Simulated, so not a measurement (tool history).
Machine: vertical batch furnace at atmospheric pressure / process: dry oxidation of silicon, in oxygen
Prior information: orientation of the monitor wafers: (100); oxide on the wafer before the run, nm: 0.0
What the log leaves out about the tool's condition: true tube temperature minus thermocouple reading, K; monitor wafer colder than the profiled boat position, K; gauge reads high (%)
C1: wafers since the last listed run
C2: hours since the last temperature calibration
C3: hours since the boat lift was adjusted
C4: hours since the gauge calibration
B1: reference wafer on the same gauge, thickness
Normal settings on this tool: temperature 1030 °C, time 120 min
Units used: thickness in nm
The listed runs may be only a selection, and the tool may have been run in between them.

Run 1, hour 0: usual settings; C1 0; C2 2134.1; C3 4152.6; C4 125.1; B1 120.96. Result: thickness 106.01 nm.
Run 2, hour 13.4: usual settings; C1 114; C2 2147.5; C3 4166; C4 138.5; B1 120.99. Result: thickness 106.18 nm.
Run 3, hour 24.3: usual settings but temperature 1015 °C; C1 92; C2 2158.4; C3 4176.9; C4 149.4; B1 120.99. Result: thickness 92.9 nm.
Run 4, hour 43.1: usual settings; C1 160; C2 2177.2; C3 4195.7; C4 168.2; B1 121.06. Result: thickness 106.04 nm.
Run 5, hour 53.9: usual settings; C1 91; C2 2188; C3 4206.5; C4 179; B1 121.01. Result: thickness 106.27 nm.
Run 6, hour 71: usual settings but temperature 1013 °C; C1 145; C2 2205.1; C3 4223.6; C4 196.1; B1 121.01. Result: thickness 91.39 nm.
Run 7, hour 80.2: usual settings; C1 78; C2 2214.3; C3 4232.8; C4 205.3; B1 120.98. Result: thickness 106.51 nm.
Run 8, hour 105.4: usual settings; C1 214; C2 2239.5; C3 4258; C4 230.5; B1 120.95. Result: thickness 106.11 nm.
Run 9, hour 118.7: usual settings; C1 113; C2 2252.8; C3 4271.3; C4 243.8; B1 121. Result: thickness 106.16 nm.
Run 10, hour 134.4: usual settings; C1 133; C2 2268.5; C3 4287; C4 259.5; B1 121.07. Result: thickness 105.82 nm.
Run 11, hour 156.3: usual settings; C1 186; C2 2290.4; C3 4308.9; C4 281.4; B1 120.97. Result: thickness 106.03 nm.
Run 12, hour 169.5: usual settings; C1 112; C2 2303.6; C3 4322.1; C4 294.6; B1 120.98. Result: thickness 106.12 nm.
Run 13, hour 178.2: usual settings but temperature 1022 °C; C1 74; C2 2312.3; C3 4330.8; C4 303.3; B1 121.02. Result: thickness 98.98 nm.
Run 14, hour 190.8: usual settings but temperature 1022 °C; C1 107; C2 2324.9; C3 4343.4; C4 315.9; B1 121. Result: thickness 99.4 nm.
Run 15, hour 214.5: usual settings; C1 201; C2 2348.6; C3 4367.1; C4 339.6; B1 120.97. Result: thickness 106.05 nm.
At hour 229.7: gauge calibrated.
Run 16, hour 233.4: usual settings; C1 160; C2 2367.5; C3 4386; C4 3.7; B1 120.98. Result: thickness 106.65 nm.
Run 17, hour 256.8: usual settings; C1 199; C2 2390.9; C3 4409.4; C4 27.1; B1 121.04. Result: thickness 106.15 nm.
Run 18, hour 276.3: usual settings but temperature 1009 °C, time 179.5 min; C1 165; C2 2410.4; C3 4428.9; C4 46.6; B1 121. Result: thickness 115.98 nm.
Run 19, hour 287.6: usual settings but temperature 1041 °C, time 139 min; C1 96; C2 2421.7; C3 4440.2; C4 57.9; B1 121.02. Result: thickness 128.63 nm.
At hour 323: thermocouples replaced and temperature profile calibrated.
Run 20, hour 323.5: usual settings; C1 101; C2 0.5; C3 4476.1; C4 93.8; B1 120.96. Result: thickness 102.68 nm.
Run 21, hour 329.4: usual settings; C1 50; C2 6.4; C3 4482; C4 99.7; B1 121. Result: thickness 102.07 nm.
Run 22, hour 347: usual settings but temperature 1042 °C, time 168.5 min; C1 149; C2 24; C3 4499.6; C4 117.3; B1 120.91. Result: thickness 141.68 nm.
Run 23, hour 371.7: usual settings but temperature 1043 °C, time 150 min; C1 210; C2 48.7; C3 4524.3; C4 142; B1 121.01. Result: thickness 132.57 nm.
Run 24, hour 389.4: usual settings but temperature 1016 °C, time 64.5 min; C1 150; C2 66.4; C3 4542; C4 159.7; B1 120.96. Result: thickness 59.85 nm.
At hour 417.1: boat lift adjusted.
Run 25, hour 430.1: usual settings but temperature 1015 °C, time 73.5 min; C1 142; C2 107.1; C3 13; C4 200.4; B1 121.03. Result: thickness 64.82 nm.
Run 26, hour 446.3: usual settings; C1 137; C2 123.3; C3 29.2; C4 216.6; B1 120.99. Result: thickness 103.33 nm.
Run 27, hour 469: usual settings but temperature 1020 °C, time 142 min; C1 193; C2 146; C3 51.9; C4 239.3; B1 121.1. Result: thickness 105.81 nm.
Run 28, hour 492.8: usual settings but temperature 1048 °C, time 74.5 min; C1 202; C2 169.8; C3 75.7; C4 263.1; B1 121.06. Result: thickness 87.85 nm.
Run 29, hour 515.1: usual settings but temperature 1047 °C, time 86 min; C1 189; C2 192.1; C3 98; C4 285.4; B1 120.98. Result: thickness 95.43 nm.
At hour 526.6: gauge calibrated.
Run 30, hour 528.9: usual settings but temperature 1009 °C, time 146.5 min; C1 117; C2 205.9; C3 111.8; C4 2.3; B1 121. Result: thickness 98.11 nm.
Run 31, hour 542.6: usual settings but temperature 1007 °C, time 158 min; C1 116; C2 219.6; C3 125.5; C4 16; B1 121.01. Result: thickness 101.58 nm.
Run 32, hour 558.4: usual settings but temperature 1048 °C, time 152 min; C1 134; C2 235.4; C3 141.3; C4 31.8; B1 121.03. Result: thickness 139.68 nm.
Run 33, hour 575.1: usual settings; C1 142; C2 252.1; C3 158; C4 48.5; B1 121.03. Result: thickness 103.26 nm.
Run 34, hour 585.3: usual settings; C1 86; C2 262.3; C3 168.2; C4 58.7; B1 121.01. Result: thickness 103.58 nm.
Run 35, hour 605.7: usual settings but temperature 1013 °C, time 72 min; C1 173; C2 282.7; C3 188.6; C4 79.1; B1 120.95. Result: thickness 63.37 nm.

Measured result minus the same run's result without the hidden state. Both carry the same run-to-run variation, though not necessarily the same gauge scatter:
run  thickness
  1      +4.24
  2      +4.26
  3      +3.94
  4      +4.26
  5      +4.28
  6      +3.93
  7       +4.3
  8      +4.29
  9       +4.3
 10      +4.29
 11      +4.31
 12      +4.32
 13      +4.16
 14      +4.18
 15      +4.34
 16      +4.37
 17      +4.35
 18      +4.99
 19      +4.99
 20      +0.68
 21      +0.71
 22      +1.02
 23       +1.1
 24      +0.63
 25      +0.82
 26      +1.27
 27      +1.44
 28      +1.22
 29      +1.39
 30      +1.64
 31      +1.76
 32      +2.14
 33      +1.81
 34      +1.85
 35      +1.28

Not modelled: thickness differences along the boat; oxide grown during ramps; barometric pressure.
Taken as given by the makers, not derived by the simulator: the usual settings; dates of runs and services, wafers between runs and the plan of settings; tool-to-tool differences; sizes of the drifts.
